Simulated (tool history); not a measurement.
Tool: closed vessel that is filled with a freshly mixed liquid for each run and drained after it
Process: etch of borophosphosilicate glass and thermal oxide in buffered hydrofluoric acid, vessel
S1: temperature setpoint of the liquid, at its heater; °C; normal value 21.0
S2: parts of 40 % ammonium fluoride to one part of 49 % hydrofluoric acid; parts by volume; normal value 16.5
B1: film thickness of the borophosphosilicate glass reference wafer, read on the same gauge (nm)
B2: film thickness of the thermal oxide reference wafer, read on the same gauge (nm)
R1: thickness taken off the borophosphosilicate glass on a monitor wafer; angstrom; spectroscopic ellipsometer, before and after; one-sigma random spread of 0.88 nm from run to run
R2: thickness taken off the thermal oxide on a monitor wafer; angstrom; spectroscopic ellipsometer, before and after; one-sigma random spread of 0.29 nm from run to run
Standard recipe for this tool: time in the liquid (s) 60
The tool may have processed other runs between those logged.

Run 1, hour 0.0: usual settings; B1 59.99; B2 140.00. Result: R1 1087.4 angstrom, R2 338.4 angstrom.
Run 2, hour 12.6: usual settings; B1 60.00; B2 139.99. Result: R1 1105.0 angstrom, R2 342.8 angstrom.
At hour 27.3: thermometer replaced.
Run 3, hour 32.6: usual settings but time in the liquid (s) 80; B1 60.01; B2 140.00. Result: R1 1468.6 angstrom, R2 451.6 angstrom.
Run 4, hour 59.7: usual settings but S1 17.0 °C, S2 21.5 parts by volume, time in the liquid (s) 40; B1 60.00; B2 139.98. Result: R1 465.7 angstrom, R2 141.8 angstrom.
Run 5, hour 95.2: usual settings but S1 26.0 °C, S2 22.5 parts by volume, time in the liquid (s) 45; B1 60.00; B2 139.97. Result: R1 834.1 angstrom, R2 256.5 angstrom.
Run 6, hour 124.2: usual settings but S1 17.0 °C, time in the liquid (s) 70; B1 60.00; B2 140.00. Result: R1 1026.6 angstrom, R2 318.1 angstrom.
Run 7, hour 156.8: usual settings but S2 22.5 parts by volume; B1 60.01; B2 140.00. Result: R1 842.6 angstrom, R2 262.7 angstrom.
Run 8, hour 177.0: usual settings; B1 60.02; B2 140.02. Result: R1 1106.0 angstrom, R2 337.1 angstrom.
At hour 205.4: gauge calibrated.
Run 9, hour 212.9: usual settings; B1 59.99; B2 140.01. Result: R1 1103.5 angstrom, R2 340.1 angstrom.
Run 10, hour 245.9: usual settings but S1 19.5 °C, S2 23.0 parts by volume, time in the liquid (s) 30; B1 59.99; B2 140.01. Result: R1 380.2 angstrom, R2 117.5 angstrom.
Run 11, hour 276.2: usual settings; B1 60.01; B2 139.99. Result: R1 1086.9 angstrom, R2 335.9 angstrom.
Run 12, hour 304.7: usual settings; B1 59.99; B2 139.98. Result: R1 1114.2 angstrom, R2 342.2 angstrom.
Run 13, hour 321.5: usual settings; B1 59.99; B2 140.03. Result: R1 1108.4 angstrom, R2 338.2 angstrom.
Run 14, hour 342.5: usual settings; B1 59.99; B2 140.01. Result: R1 1085.7 angstrom, R2 338.2 angstrom.
Run 15, hour 369.5: usual settings; B1 60.01; B2 140.00. Result: R1 1105.2 angstrom, R2 337.0 angstrom.
Run 16, hour 385.4: usual settings but S1 19.0 °C, S2 19.0 parts by volume, time in the liquid (s) 30; B1 60.02; B2 140.04. Result: R1 438.2 angstrom, R2 130.8 angstrom.
Run 17, hour 404.9: usual settings but S2 22.0 parts by volume, time in the liquid (s) 35; B1 60.01; B2 140.00. Result: R1 504.6 angstrom, R2 155.6 angstrom.
Run 18, hour 439.0: usual settings but S2 18.5 parts by volume, time in the liquid (s) 70; B1 60.00; B2 140.00. Result: R1 1148.8 angstrom, R2 351.8 angstrom.
Run 19, hour 461.7: usual settings but S2 11.0 parts by volume; B1 60.00; B2 140.03. Result: R1 1661.4 angstrom, R2 501.2 angstrom.
Run 20, hour 497.0: usual settings but S1 19.5 °C, time in the liquid (s) 80; B1 59.98; B2 140.01. Result: R1 1353.9 angstrom, R2 412.7 angstrom.
Run 21, hour 516.6: usual settings but S1 19.5 °C, S2 19.0 parts by volume; B1 59.99; B2 139.95. Result: R1 890.9 angstrom, R2 266.0 angstrom.
Run 22, hour 530.4: usual settings but time in the liquid (s) 90; B1 60.00; B2 140.01. Result: R1 1652.8 angstrom, R2 513.1 angstrom.
Run 23, hour 557.1: usual settings; B1 59.99; B2 139.98. Result: R1 1090.9 angstrom, R2 341.1 angstrom.
Run 24, hour 571.8: usual settings but S1 25.5 °C, time in the liquid (s) 90; B1 60.00; B2 140.03. Result: R1 2137.8 angstrom, R2 650.3 angstrom.
Run 25, hour 590.9: usual settings but S2 10.5 parts by volume; B1 59.99; B2 140.00. Result: R1 1726.5 angstrom, R2 514.9 angstrom.
Run 26, hour 626.1: usual settings but S1 23.0 °C, S2 10.5 parts by volume; B1 59.97; B2 140.01. Result: R1 1936.6 angstrom, R2 596.8 angstrom.

What if the next run were any one of these 3? Each begins from the tool's condition after run 26:
Run A, hour 626.8: usual settings; B1 ?; B2 ?. Result: R1 ?, R2 ?.
Run B, hour 626.8: usual settings but S2 21.0 parts by volume; B1 ?; B2 ?. Result: R1 ?, R2 ?.
Run C, hour 626.8: usual settings but time in the liquid (s) 85; B1 ?; B2 ?. Result: R1 ?, R2 ?.

run     B1      B2      R1     R2
  A  60.00  139.97  1101.8  341.5
  B  60.00  139.97   880.4  273.1
  C  60.00  139.97  1560.9  483.8
The same runs, with their run-to-run variation unchanged, on a tool lacking any hidden condition would have given:
run      R1     R2
  A  1101.8  341.5
  B   880.4  273.1
  C  1560.9  483.8
